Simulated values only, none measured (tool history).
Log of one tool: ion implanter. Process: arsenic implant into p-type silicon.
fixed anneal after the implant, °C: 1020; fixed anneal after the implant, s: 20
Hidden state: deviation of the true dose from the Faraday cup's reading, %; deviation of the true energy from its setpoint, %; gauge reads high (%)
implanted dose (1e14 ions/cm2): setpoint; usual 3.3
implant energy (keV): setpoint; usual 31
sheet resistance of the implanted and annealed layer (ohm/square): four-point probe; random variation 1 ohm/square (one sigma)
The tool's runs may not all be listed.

run    hour  implanted dose (1e14 ions/cm2)  implant energy (keV)  wafers since the last listed run  hours since the last dose calibration  hours since the extraction supply was calibrated  hours since the gauge calibration  read-back reference wafer on the same gauge, sheet resistance  sheet resistance of the implanted and annealed layer (ohm/square)
  1       0                             3.3                    34                                 0                                  328.6                                            5424.3                              759.7                                                         249.93                                                             261.21
  2    65.2                             3.3                    34                               894                                  393.8                                            5489.5                              824.9                                                            250                                                             262.25
  3   127.9                            4.08                    31                               860                                  456.5                                            5552.2                              887.6                                                         249.97                                                             225.41
  4   227.4                            4.08                    31                              1365                                    556                                            5651.7                              987.1                                                         249.98                                                             226.85
  5   360.3                            4.08                    31                              1824                                  688.9                                            5784.6                               1120                                                         249.98                                                             226.67
  6   450.3                             3.3                    24                              1235                                  778.9                                            5874.6                               1210                                                            250                                                              276.5
  7   516.7                             3.3                    24                               911                                  845.3                                              5941                             1276.4                                                         250.09                                                             276.16
  8   563.9                             3.3                    24                               647                                  892.5                                            5988.2                             1323.6                                                         249.84                                                             278.26
  9   666.7                            2.95                    31                              1411                                  995.3                                              6091                             1426.4                                                         250.16                                                             292.45
      707.7  -- gauge calibrated
 10   711.1                             3.9                    31                               609                                 1039.7                                            6135.4                                3.4                                                         250.13                                                             235.95
 11   797.3                             3.9                    31                              1183                                 1125.9                                            6221.6                               89.6                                                            250                                                             236.97
 12   876.2                             3.9                    31                              1082                                 1204.8                                            6300.5                              168.5                                                         249.88                                                              238.3
      960.9  -- extraction supply calibrated
 13     982                             3.3                    31                              1342                                 1310.6                                              21.1                              274.3                                                         249.99                                                             270.47
 14  1023.9                             3.3                    23                               575                                 1352.5                                                63                              316.2                                                            250                                                             280.65
 15  1070.8                            3.89                    23                               643                                 1399.4                                             109.9                              363.1                                                         250.22                                                             250.29
 16  1154.2                            3.62                    31                              1144                                 1482.8                                             193.3                              446.5                                                         250.21                                                             251.89
 17  1215.5                            2.76                  41.5                               841                                 1544.1                                             254.6                              507.8                                                         250.16                                                             296.86
 18    1280                            2.32                    38                               885                                 1608.6                                             319.1                              572.3                                                         250.17                                                              343.1
 19  1337.7                             3.3                  23.5                               791                                 1666.3                                             376.8                                630                                                         250.02                                                             282.19
     1432.3  -- Faraday cup replaced and dose calibrated
 20  1445.6                             3.9                    31                              1371                                   13.3                                             484.7                              737.9                                                         249.93                                                             232.71
 21  1521.3                             3.3                  20.5                              1039                                     89                                             560.4                              813.6                                                         249.94                                                             277.42
 22  1572.2                             3.3                    31                               698                                  139.9                                             611.3                              864.5                                                         250.12                                                             264.32
 23  1608.5                             3.3                    31                               498                                  176.2                                             647.6                              900.8                                                         249.97                                                             264.45
 24    1695                            3.99                    34                              1187                                  262.7                                             734.1                              987.3                                                         250.06                                                             225.68
 25  1739.3                            2.36                    28                               608                                    307                                             778.4                             1031.6                                                         249.83                                                             343.09
 26  1800.6                             3.3                  40.5                               841                                  368.3                                             839.7                             1092.9                                                         249.96                                                             255.76
 27  1898.4                            3.79                  35.5                              1342                                  466.1                                             937.5                             1190.7                                                          250.2                                                              234.4

The tool's hidden state at each run:
deviation of the true energy from its setpoint, %: 0 in every run
gauge reads high (%): 0 in every run
H1: deviation of the true dose from the Faraday cup's reading, %
run      H1
  1   -1.01
  2   -1.19
  3   -1.35
  4   -1.61
  5   -1.96
  6   -2.19
  7   -2.37
  8   -2.49
  9   -2.76
 10   -2.88
 11    -3.1
 12   -3.31
 13   -3.59
 14    -3.7
 15   -3.82
 16   -4.04
 17    -4.2
 18   -4.37
 19   -4.52
 20  -0.158
 21  -0.357
 22   -0.49
 23  -0.585
 24  -0.812
 25  -0.928
 26   -1.09
 27   -1.35
